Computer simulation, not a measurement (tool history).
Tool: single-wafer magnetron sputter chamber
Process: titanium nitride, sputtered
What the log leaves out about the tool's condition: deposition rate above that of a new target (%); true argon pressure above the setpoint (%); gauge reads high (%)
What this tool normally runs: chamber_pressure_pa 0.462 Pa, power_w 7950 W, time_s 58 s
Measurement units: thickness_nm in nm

run	hour	chamber_pressure_pa	power_w	time_s	wafers since the last listed run	wafers on the sputter target	hours since the last manometer calibration	hours since the magnet pack was replaced	hours since the gauge calibration	read-back reference wafer on the same gauge, thickness_nm	thickness_nm
1	0	0.376	7950	58	0	1794	1984.9	9993.9	44.6	101.509	94.628
2	10.1	0.376	7950	58	173	1968	1995	10004	54.7	101.372	94.596
3	18.4	0.462	7500	58	142	2110	2003.3	10012.3	63	101.476	86.665
4	36	0.462	7500	58	302	2413	2020.9	10029.9	80.6	101.52	86.599
5	59.3	0.462	7500	58	400	2813	2044.2	10053.2	103.9	101.453	86.299
6	66.7	0.462	7950	58	127	2941	2051.6	10060.6	111.3	101.486	91.593
# hour 87.8: sputter target and shields replaced
7	88.3	0.462	7950	58	233	7	2073.2	10082.2	132.9	101.477	92.106
8	92.9	0.462	7950	58	79	87	2077.8	10086.8	137.5	101.483	91.978
# hour 112.2: capacitance manometer re-zeroed and calibrated
9	112.7	0.462	7950	58	202	289	0.5	10106.6	157.3	101.47	88.997
10	119.8	0.462	7950	58	122	411	7.6	10113.7	164.4	101.463	88.919
11	131.9	0.462	7950	58	207	619	19.7	10125.8	176.5	101.519	89.263
12	147.2	0.462	7950	58	263	882	35	10141.1	191.8	101.496	89.387
13	162.3	0.462	7950	58	259	1142	50.1	10156.2	206.9	101.389	88.709
14	168.5	0.637	7350	58	106	1249	56.3	10162.4	213.1	101.462	77.069
15	183.1	0.565	6100	50.6	250	1500	70.9	10177	227.7	101.478	57.292
# hour 200.7: magnet pack replaced
16	201.2	0.462	9450	54.6	173	1673	89	0.5	245.8	101.467	99.409
17	210.6	0.622	7950	64.9	161	1835	98.4	9.9	255.2	101.516	92.987
18	226.7	0.462	7950	58	276	2111	114.5	26	271.3	101.468	88.667
19	233.3	0.462	7950	58	113	2225	121.1	32.6	277.9	101.485	88.39
20	246.8	0.573	6000	54.4	232	2457	134.6	46.1	291.4	101.521	59.869
21	287.5	0.594	7950	58	699	3157	175.3	86.8	332.1	101.501	83.789
# hour 291.1: gauge calibrated
22	293.7	0.408	7400	67.1	106	3263	181.5	93	2.6	101.466	97.008
# hour 306: sputter target and shields replaced
23	311.1	0.462	6400	58	161	87	198.9	110.4	20	101.478	71.98
24	323.6	0.462	7950	58	214	302	211.4	122.9	32.5	101.628	89.727
25	335.3	0.462	9650	63.9	201	503	223.1	134.6	44.2	101.481	119.556
26	343.7	0.462	7950	58	144	647	231.5	143	52.6	101.494	89.697
27	356.4	0.462	7950	58	218	866	244.2	155.7	65.3	101.459	89.57
28	369.2	0.596	7950	58	220	1086	257	168.5	78.1	101.505	85.181
29	381.1	0.462	7950	49.4	204	1290	268.9	180.4	90	101.538	76.332
30	394.7	0.462	7950	58	233	1524	282.5	194	103.6	101.457	89.784
31	401	0.462	7100	58	108	1632	288.8	200.3	109.9	101.446	79.864
32	409.1	0.597	9400	62.9	139	1772	296.9	208.4	118	101.417	109.03
33	420	0.575	6250	65.5	187	1959	307.8	219.3	128.9	101.428	75.623
34	432.7	0.317	8900	67.7	218	2177	320.5	232	141.6	101.508	123.52

5 ways to go on from here, each from the tool as it stands after run 34. What would each give?
A	433.1	0.462	7950	58	6	2184	320.9	232.4	142	?	?
B	433.1	0.634	8650	53.2	6	2184	320.9	232.4	142	?	?
C	433.1	0.643	7950	58	6	2184	320.9	232.4	142	?	?
D	433.1	0.598	6800	65.3	6	2184	320.9	232.4	142	?	?
E	433.1	0.567	7950	66.3	6	2184	320.9	232.4	142	?	?

run	read-back reference wafer on the same gauge, thickness_nm	thickness_nm
A	101.501	89.066
B	101.501	83.235
C	101.501	83.119
D	101.501	81.417
E	101.501	97.79
The same runs, with their run-to-run variation unchanged, on a tool lacking any hidden condition would have given:
run	thickness_nm
A	89.083
B	83.09
C	82.966
D	81.307
E	97.691

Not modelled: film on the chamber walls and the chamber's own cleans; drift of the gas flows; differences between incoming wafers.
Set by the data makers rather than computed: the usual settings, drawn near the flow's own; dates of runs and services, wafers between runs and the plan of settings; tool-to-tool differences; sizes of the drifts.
